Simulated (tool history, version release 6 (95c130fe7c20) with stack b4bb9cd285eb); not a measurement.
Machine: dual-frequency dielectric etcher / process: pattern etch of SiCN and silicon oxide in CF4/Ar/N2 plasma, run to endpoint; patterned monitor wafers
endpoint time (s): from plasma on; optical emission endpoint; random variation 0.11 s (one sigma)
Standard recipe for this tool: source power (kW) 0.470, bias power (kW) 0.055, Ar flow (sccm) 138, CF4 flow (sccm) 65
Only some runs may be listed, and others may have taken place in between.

run,hour,source power (kW),bias power (kW),Ar flow (sccm),CF4 flow (sccm),wafers since the last listed run,hours since the last wet clean,hours since the last source power generator calibration,hours since the last bias power generator calibration,hours since the last Ar flow controller change,hours since the last CF4 flow controller change,hours since the last upper electrode change,"incoming incoming film thickness, nm",endpoint time (s)
1,0.0,0.470,0.055,123,65,0,428.3,3968.4,2530.8,2844.1,3045.1,5404.3,10.70,12.9
2,13.7,0.470,0.055,123,65,276,442.0,3982.1,2544.5,2857.8,3058.8,5418.0,10.75,13.1
# hour 43.9: wet clean of the chamber
3,44.4,0.470,0.055,123,65,135,0.5,4012.8,2575.2,2888.5,3089.5,5448.7,10.80,13.5
4,44.8,0.470,0.051,138,65,8,0.9,4013.2,2575.6,2888.9,3089.9,5449.1,10.69,14.3
5,46.8,0.470,0.051,138,65,40,2.9,4015.2,2577.6,2890.9,3091.9,5451.1,10.85,14.2
6,55.3,0.470,0.051,138,65,171,11.4,4023.7,2586.1,2899.4,3100.4,5459.6,10.88,14.4
7,71.8,0.470,0.055,138,77,333,27.9,4040.2,2602.6,2915.9,3116.9,5476.1,10.88,13.5
8,81.1,0.470,0.055,138,72,187,37.2,4049.5,2611.9,2925.2,3126.2,5485.4,10.84,13.4
9,91.2,0.470,0.055,138,72,204,47.3,4059.6,2622.0,2935.3,3136.3,5495.5,10.76,13.5
# hour 103.8: source power generator calibrated
10,105.0,0.470,0.055,138,72,197,61.1,1.2,2635.8,2949.1,3150.1,5509.3,10.94,13.7
11,112.2,0.470,0.055,138,65,145,68.3,8.4,2643.0,2956.3,3157.3,5516.5,10.73,13.5
# hour 119.4: CF4 flow controller replaced
12,119.9,0.470,0.055,138,72,34,76.0,16.1,2650.7,2964.0,0.5,5524.2,10.91,13.7
13,133.1,0.470,0.055,111,49,266,89.2,29.3,2663.9,2977.2,13.7,5537.4,10.79,13.9
# hour 145.8: Ar flow controller replaced
14,146.3,0.550,0.055,138,65,145,102.4,42.5,2677.1,0.5,26.9,5550.6,10.82,11.9
15,155.4,0.470,0.051,119,65,183,111.5,51.6,2686.2,9.6,36.0,5559.7,10.85,13.9
# hour 162.8: bias power generator calibrated
16,163.6,0.470,0.055,138,65,84,119.7,59.8,0.8,17.8,44.2,5567.9,10.68,13.5
# hour 192.3: upper electrode replaced, of another model than before
17,192.8,0.470,0.055,138,65,105,148.9,89.0,30.0,47.0,73.4,0.5,10.78,13.6
18,193.1,0.470,0.055,117,65,6,149.2,89.3,30.3,47.3,73.7,0.8,10.73,13.3
19,206.2,0.470,0.055,117,65,264,162.3,102.4,43.4,60.4,86.8,13.9,10.72,13.1
20,219.0,0.470,0.055,151,65,258,175.1,115.2,56.2,73.2,99.6,26.7,10.82,13.7
21,228.4,0.470,0.055,108,76,189,184.5,124.6,65.6,82.6,109.0,36.1,10.78,12.7
22,243.6,0.470,0.055,138,73,307,199.7,139.8,80.8,97.8,124.2,51.3,10.88,13.3
23,260.5,0.470,0.055,138,65,341,216.6,156.7,97.7,114.7,141.1,68.2,10.92,13.7
24,302.2,0.440,0.055,138,65,842,258.3,198.4,139.4,156.4,182.8,109.9,10.80,14.0
25,313.5,0.470,0.055,138,59,228,269.6,209.7,150.7,167.7,194.1,121.2,10.83,13.8

Per-run results on a tool with no hidden state, each run keeping its own random variation:
Hidden conditions of the tool in this case: etch rate over this chamber's usual, %; source power that arrives over what is set, %; bias power that arrives over what is set, %; Ar flow that arrives over what is set, %; CF4 flow that arrives over what is set, %.
run,endpoint time (s)
1,13.4
2,13.6
3,13.4
4,14.2
5,14.2
6,14.3
7,13.5
8,13.4
9,13.5
10,13.7
11,13.6
12,13.8
13,14.0
14,12.0
15,14.0
16,13.6
17,13.7
18,13.4
19,13.2
20,13.9
21,12.9
22,13.5
23,13.9
24,14.3
25,14.1
